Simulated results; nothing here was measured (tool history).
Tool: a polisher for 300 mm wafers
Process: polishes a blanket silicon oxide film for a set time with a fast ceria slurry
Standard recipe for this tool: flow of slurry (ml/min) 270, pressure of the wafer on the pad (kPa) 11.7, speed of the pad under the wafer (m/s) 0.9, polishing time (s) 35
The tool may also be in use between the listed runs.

| run | day | flow of slurry (ml/min) | pressure of the wafer on the pad (kPa) | speed of the pad under the wafer (m/s) | polishing time (s) | wafers since the last listed run | wafers polished on this pad | hours since the slurry nozzle was cleaned | hours since the head pressure was calibrated | incoming thickness of the incoming film, nm | film removed (Å) |
|---|---|---|---|---|---|---|---|---|---|---|---|
| 1 | 0 | 220 | 11.7 | 0.9 | 35 | 0 | 699 | 629.4 | 279.5 | 2699.3 | 2998 |
| 2 | 0.275 | 220 | 11.7 | 0.9 | 35 | 85 | 784 | 636 | 286.1 | 2731 | 2991 |
| 3 | 0.738 | 270 | 11.7 | 0.9 | 35 | 144 | 929 | 647.1 | 297.2 | 2702.8 | 3071 |
|  | 1.221 | worn pad replaced by a new one |
| 4 | 1.308 | 270 | 11.7 | 0.9 | 35 | 125 | 27 | 660.8 | 310.9 | 2704.1 | 3056 |
| 5 | 3.062 | 270 | 11.7 | 0.9 | 35 | 546 | 573 | 702.9 | 353 | 2765 | 3099 |
| 6 | 3.512 | 270 | 11.7 | 0.9 | 35 | 140 | 713 | 713.7 | 363.8 | 2708 | 3045 |
|  | 4.012 | slurry nozzle cleaned |
| 7 | 4.067 | 270 | 11.7 | 0.9 | 35 | 159 | 873 | 1.3 | 377.1 | 2748.2 | 3046 |
| 8 | 4.404 | 270 | 11.7 | 1.12 | 35 | 105 | 978 | 9.4 | 385.2 | 2759.8 | 3793 |
| 9 | 4.696 | 235 | 11.7 | 0.9 | 38 | 90 | 1069 | 16.4 | 392.2 | 2688.1 | 3286 |
|  | 5.025 | worn pad replaced by a new one |
| 10 | 5.221 | 195 | 11.7 | 0.9 | 35 | 111 | 60 | 29 | 404.8 | 2736.9 | 2981 |
| 11 | 5.938 | 195 | 11.7 | 0.9 | 35 | 223 | 284 | 46.2 | 422 | 2722.9 | 2977 |
| 12 | 6.271 | 270 | 11.7 | 0.9 | 35 | 103 | 388 | 54.2 | 430 | 2699.2 | 3055 |
| 13 | 6.767 | 245 | 11.7 | 0.74 | 38 | 154 | 542 | 66.1 | 441.9 | 2737.6 | 2748 |
| 14 | 7.146 | 270 | 11.7 | 0.9 | 35 | 118 | 660 | 75.2 | 451 | 2724.1 | 3102 |
| 15 | 7.758 | 270 | 9.7 | 0.9 | 35 | 190 | 851 | 89.9 | 465.7 | 2709.8 | 2619 |
| 16 | 8.138 | 245 | 11.7 | 0.74 | 38 | 118 | 969 | 99 | 474.8 | 2665.3 | 2729 |
|  | 8.567 | worn pad replaced by a new one |
| 17 | 8.812 | 270 | 13.8 | 0.68 | 41 | 158 | 76 | 115.2 | 491 | 2693.4 | 3146 |
| 18 | 9.379 | 360 | 13.8 | 0.9 | 41 | 176 | 252 | 128.8 | 504.6 | 2710.4 | 4213 |
|  | 9.871 | head pressure recalibrated |
| 19 | 10.058 | 320 | 15.9 | 0.9 | 35 | 185 | 438 | 145.1 | 4.5 | 2665.7 | 4028 |
| 20 | 10.342 | 270 | 11.7 | 0.9 | 35 | 88 | 526 | 151.9 | 11.3 | 2689.6 | 3072 |
| 21 | 11.042 | 270 | 11.7 | 0.9 | 45 | 218 | 744 | 168.7 | 28.1 | 2708.7 | 3909 |
| 22 | 11.371 | 270 | 15.2 | 0.9 | 35 | 102 | 847 | 176.6 | 36 | 2681.4 | 3869 |
| 23 | 11.779 | 270 | 11.7 | 0.64 | 35 | 127 | 974 | 186.4 | 45.8 | 2728.2 | 2208 |
| 24 | 12.492 | 225 | 13.1 | 1 | 28 | 221 | 1196 | 203.5 | 62.9 | 2691 | 2966 |

What was the tool's hidden state at every run in the log?
removal rate lost through wear of the pad, %: 0, the same for each run
slurry flow missing at the pad, %: 0, the same for each run
deviation of the head's pressure from its setpoint, %: 0, the same for each run
